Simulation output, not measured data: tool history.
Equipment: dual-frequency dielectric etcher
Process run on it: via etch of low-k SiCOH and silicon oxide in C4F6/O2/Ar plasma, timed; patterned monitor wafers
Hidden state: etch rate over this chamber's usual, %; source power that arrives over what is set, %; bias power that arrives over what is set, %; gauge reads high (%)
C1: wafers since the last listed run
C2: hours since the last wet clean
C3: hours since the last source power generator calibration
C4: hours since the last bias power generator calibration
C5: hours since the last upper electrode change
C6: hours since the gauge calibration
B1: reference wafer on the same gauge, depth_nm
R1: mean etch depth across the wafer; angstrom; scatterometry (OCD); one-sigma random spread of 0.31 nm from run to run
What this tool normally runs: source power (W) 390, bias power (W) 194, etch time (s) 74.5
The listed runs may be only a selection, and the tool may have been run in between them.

Run 1, day 0: usual settings; C1 0; C2 339.1; C3 3178.2; C4 4099.6; C5 5532; C6 456.1; B1 182.1. Result: R1 2030 angstrom.
At day 0.583: bias power generator calibrated.
Run 2, day 0.604: usual settings; C1 84; C2 353.6; C3 3192.7; C4 0.5; C5 5546.5; C6 470.6; B1 181.9. Result: R1 2017 angstrom.
Run 3, day 0.792: usual settings but source power (W) 470; C1 36; C2 358.1; C3 3197.2; C4 5; C5 5551; C6 475.1; B1 181.9. Result: R1 2232 angstrom.
At day 2.508: upper electrode replaced.
Run 4, day 2.529: usual settings but source power (W) 470; C1 142; C2 399.8; C3 3238.9; C4 46.7; C5 0.5; C6 516.8; B1 181.9. Result: R1 2227 angstrom.
Run 5, day 2.546: usual settings; C1 3; C2 400.2; C3 3239.3; C4 47.1; C5 0.9; C6 517.2; B1 182. Result: R1 2027 angstrom.
Run 6, day 2.558: usual settings; C1 2; C2 400.5; C3 3239.6; C4 47.4; C5 1.2; C6 517.5; B1 182. Result: R1 2022 angstrom.
Run 7, day 2.717: usual settings; C1 30; C2 404.3; C3 3243.4; C4 51.2; C5 5; C6 521.3; B1 182. Result: R1 2024 angstrom.
Run 8, day 3.396: usual settings but etch time (s) 66.5; C1 131; C2 420.6; C3 3259.7; C4 67.5; C5 21.3; C6 537.6; B1 181.8. Result: R1 1799 angstrom.
Run 9, day 4.075: usual settings but etch time (s) 66.5; C1 131; C2 436.9; C3 3276; C4 83.8; C5 37.6; C6 553.9; B1 182. Result: R1 1804 angstrom.
Run 10, day 4.788: usual settings but etch time (s) 66.5; C1 137; C2 454; C3 3293.1; C4 100.9; C5 54.7; C6 571; B1 181.9. Result: R1 1802 angstrom.
Run 11, day 5.142: usual settings; C1 68; C2 462.5; C3 3301.6; C4 109.4; C5 63.2; C6 579.5; B1 182.1. Result: R1 2018 angstrom.
Run 12, day 7.079: usual settings but source power (W) 460, bias power (W) 211, etch time (s) 95; C1 374; C2 509; C3 3348.1; C4 155.9; C5 109.7; C6 626; B1 181.9. Result: R1 2879 angstrom.
Run 13, day 7.458: usual settings but source power (W) 490, bias power (W) 165; C1 73; C2 518.1; C3 3357.2; C4 165; C5 118.8; C6 635.1; B1 182.1. Result: R1 2146 angstrom.
At day 7.8: gauge calibrated.
Run 14, day 8.158: usual settings but etch time (s) 83; C1 135; C2 534.9; C3 3374; C4 181.8; C5 135.6; C6 8.6; B1 182. Result: R1 2250 angstrom.
Run 15, day 8.571: usual settings but bias power (W) 217, etch time (s) 56.5; C1 79; C2 544.8; C3 3383.9; C4 191.7; C5 145.5; C6 18.5; B1 182. Result: R1 1591 angstrom.
Run 16, day 8.912: usual settings but source power (W) 430, bias power (W) 208, etch time (s) 89; C1 65; C2 553; C3 3392.1; C4 199.9; C5 153.7; C6 26.7; B1 181.9. Result: R1 2591 angstrom.
Run 17, day 9.462: usual settings; C1 106; C2 566.2; C3 3405.3; C4 213.1; C5 166.9; C6 39.9; B1 181.9. Result: R1 2016 angstrom.
At day 10.683: wet clean of the chamber.
Run 18, day 10.704: usual settings; C1 46; C2 0.5; C3 3435.1; C4 242.9; C5 196.7; C6 69.7; B1 182. Result: R1 2034 angstrom.
Run 19, day 11.362: usual settings but etch time (s) 87; C1 127; C2 16.3; C3 3450.9; C4 258.7; C5 212.5; C6 85.5; B1 182. Result: R1 2371 angstrom.
At day 12.021: source power generator calibrated.
Run 20, day 12.967: usual settings but source power (W) 310, bias power (W) 160, etch time (s) 90.5; C1 277; C2 54.8; C3 22.7; C4 297.2; C5 251; C6 124; B1 182. Result: R1 2027 angstrom.
Run 21, day 13.575: usual settings but source power (W) 460, bias power (W) 223; C1 117; C2 69.4; C3 37.3; C4 311.8; C5 265.6; C6 138.6; B1 182.1. Result: R1 2317 angstrom.
Run 22, day 13.896: usual settings but source power (W) 340, bias power (W) 232; C1 61; C2 77.1; C3 45; C4 319.5; C5 273.3; C6 146.3; B1 182.1. Result: R1 2003 angstrom.
Run 23, day 14.542: usual settings but source power (W) 350, bias power (W) 235; C1 124; C2 92.6; C3 60.5; C4 335; C5 288.8; C6 161.8; B1 182. Result: R1 2046 angstrom.
Run 24, day 14.988: usual settings but source power (W) 310, bias power (W) 238, etch time (s) 82; C1 86; C2 103.3; C3 71.2; C4 345.7; C5 299.5; C6 172.5; B1 182. Result: R1 2121 angstrom.
Run 25, day 15.517: usual settings; C1 102; C2 116; C3 83.9; C4 358.4; C5 312.2; C6 185.2; B1 182. Result: R1 2027 angstrom.
Run 26, day 15.804: usual settings; C1 55; C2 122.9; C3 90.8; C4 365.3; C5 319.1; C6 192.1; B1 182.1. Result: R1 2026 angstrom.
Run 27, day 16.229: usual settings but bias power (W) 156, etch time (s) 81; C1 82; C2 133.1; C3 101; C4 375.5; C5 329.3; C6 202.3; B1 181.9. Result: R1 2047 angstrom.
Run 28, day 16.925: usual settings but bias power (W) 229; C1 134; C2 149.8; C3 117.7; C4 392.2; C5 346; C6 219; B1 181.9. Result: R1 2153 angstrom.
Run 29, day 17.254: usual settings; C1 63; C2 157.7; C3 125.6; C4 400.1; C5 353.9; C6 226.9; B1 182. Result: R1 2019 angstrom.
Run 30, day 17.85: usual settings; C1 115; C2 172; C3 139.9; C4 414.4; C5 368.2; C6 241.2; B1 182. Result: R1 2029 angstrom.
Run 31, day 18.138: usual settings; C1 55; C2 178.9; C3 146.8; C4 421.3; C5 375.1; C6 248.1; B1 182. Result: R1 2024 angstrom.

Predict each of these 3 candidate next runs independently; none follows another, all start after run 31:
Run A, day 18.154: usual settings; C1 3; C2 179.3; C3 147.2; C4 421.7; C5 375.5; C6 248.5; B1 ?. Result: R1 ?.
Run B, day 18.154: usual settings but bias power (W) 232, etch time (s) 83; C1 3; C2 179.3; C3 147.2; C4 421.7; C5 375.5; C6 248.5; B1 ?. Result: R1 ?.
Run C, day 18.154: usual settings but source power (W) 470, etch time (s) 80.5; C1 3; C2 179.3; C3 147.2; C4 421.7; C5 375.5; C6 248.5; B1 ?. Result: R1 ?.

run     B1    R1
  A  181.9  2025
  B  181.9  2401
  C  181.9  2407
With no hidden state in the tool, these same runs would have given:
run    R1
  A  2034
  B  2412
  C  2417

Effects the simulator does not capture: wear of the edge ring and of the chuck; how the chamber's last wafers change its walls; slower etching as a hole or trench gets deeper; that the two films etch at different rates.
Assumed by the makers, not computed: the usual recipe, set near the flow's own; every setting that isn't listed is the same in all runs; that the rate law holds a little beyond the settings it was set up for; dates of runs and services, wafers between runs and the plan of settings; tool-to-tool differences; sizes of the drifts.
